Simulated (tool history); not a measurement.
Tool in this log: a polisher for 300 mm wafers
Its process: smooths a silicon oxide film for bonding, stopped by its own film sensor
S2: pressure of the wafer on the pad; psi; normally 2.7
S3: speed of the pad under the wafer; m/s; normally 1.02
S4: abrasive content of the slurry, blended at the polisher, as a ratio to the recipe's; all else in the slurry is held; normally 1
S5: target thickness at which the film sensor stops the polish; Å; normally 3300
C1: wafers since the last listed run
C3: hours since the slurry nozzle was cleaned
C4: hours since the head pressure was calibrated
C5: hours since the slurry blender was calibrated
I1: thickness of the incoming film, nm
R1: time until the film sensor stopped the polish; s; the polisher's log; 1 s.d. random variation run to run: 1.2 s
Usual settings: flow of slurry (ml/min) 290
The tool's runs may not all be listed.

run 1 hour=0.0 | flow_of_slurry_(ml/min)=290 S2=2.7 S3=1.02 S4=1 S5=3300 | C1=0 wafers_polished_on_this_pad=675 C3=53.9 C4=82.7 C5=128.2 | I1=405.5 | R1=86.7
run 2 hour=97.0 | flow_of_slurry_(ml/min)=290 S2=2.7 S3=1.02 S4=1 S5=3300 | C1=801 wafers_polished_on_this_pad=1476 C3=150.9 C4=179.7 C5=225.2 | I1=407.7 | R1=94.6
-- hour=118.6 slurry blender recalibrated
-- hour=146.4 worn pad replaced by a new one
run 3 hour=203.3 | flow_of_slurry_(ml/min)=290 S2=2.7 S3=1.02 S4=1 S5=3300 | C1=828 wafers_polished_on_this_pad=469 C3=257.2 C4=286.0 C5=84.7 | I1=407.9 | R1=87.4
run 4 hour=294.1 | flow_of_slurry_(ml/min)=290 S2=2.7 S3=1.02 S4=1 S5=3300 | C1=750 wafers_polished_on_this_pad=1220 C3=348.0 C4=376.8 C5=175.5 | I1=417.3 | R1=102.6
-- hour=397.3 slurry blender recalibrated
-- hour=398.5 worn pad replaced by a new one
run 5 hour=400.0 | flow_of_slurry_(ml/min)=290 S2=2.7 S3=1.02 S4=1 S5=3300 | C1=849 wafers_polished_on_this_pad=12 C3=453.9 C4=482.7 C5=2.7 | I1=405.8 | R1=82.8
-- hour=426.9 head pressure recalibrated
run 6 hour=499.7 | flow_of_slurry_(ml/min)=290 S2=2.7 S3=1.02 S4=1 S5=3300 | C1=807 wafers_polished_on_this_pad=819 C3=553.6 C4=72.8 C5=102.4 | I1=408.2 | R1=85.5
run 7 hour=591.3 | flow_of_slurry_(ml/min)=290 S2=2.7 S3=1.02 S4=1 S5=3300 | C1=756 wafers_polished_on_this_pad=1576 C3=645.2 C4=164.4 C5=194.0 | I1=412.9 | R1=96.1
-- hour=626.3 slurry blender recalibrated
-- hour=643.3 worn pad replaced by a new one
run 8 hour=694.8 | flow_of_slurry_(ml/min)=360 S2=2.7 S3=1.02 S4=1 S5=3300 | C1=805 wafers_polished_on_this_pad=425 C3=748.7 C4=267.9 C5=68.5 | I1=403.7 | R1=79.6
run 9 hour=785.6 | flow_of_slurry_(ml/min)=290 S2=3.3 S3=1.18 S4=1 S5=3230 | C1=750 wafers_polished_on_this_pad=1175 C3=839.5 C4=358.7 C5=159.3 | I1=408.2 | R1=70.0
-- hour=834.0 slurry nozzle cleaned
run 10 hour=839.4 | flow_of_slurry_(ml/min)=290 S2=2.7 S3=1.02 S4=1 S5=3300 | C1=436 wafers_polished_on_this_pad=1611 C3=5.4 C4=412.5 C5=213.1 | I1=404.3 | R1=88.5
-- hour=889.0 worn pad replaced by a new one
-- hour=909.5 slurry blender recalibrated
run 11 hour=915.5 | flow_of_slurry_(ml/min)=290 S2=2.7 S3=1.02 S4=1 S5=3300 | C1=579 wafers_polished_on_this_pad=202 C3=81.5 C4=488.6 C5=6.0 | I1=414.8 | R1=93.9
-- hour=922.9 head pressure recalibrated
run 12 hour=981.6 | flow_of_slurry_(ml/min)=340 S2=2.7 S3=0.80 S4=1 S5=3300 | C1=529 wafers_polished_on_this_pad=732 C3=147.6 C4=58.7 C5=72.1 | I1=405.4 | R1=99.7

Forecast run 13:
run 13 hour=1056.5 | flow_of_slurry_(ml/min)=290 S2=2.7 S3=1.02 S4=1 S5=3170 | C1=618 wafers_polished_on_this_pad=1351 C3=222.5 C4=133.6 C5=147.0 | I1=410.2 | R1=?

Run 13 yielded R1 101.8 s.
With no hidden state in the tool, this same run would have given R1 97.4 s.
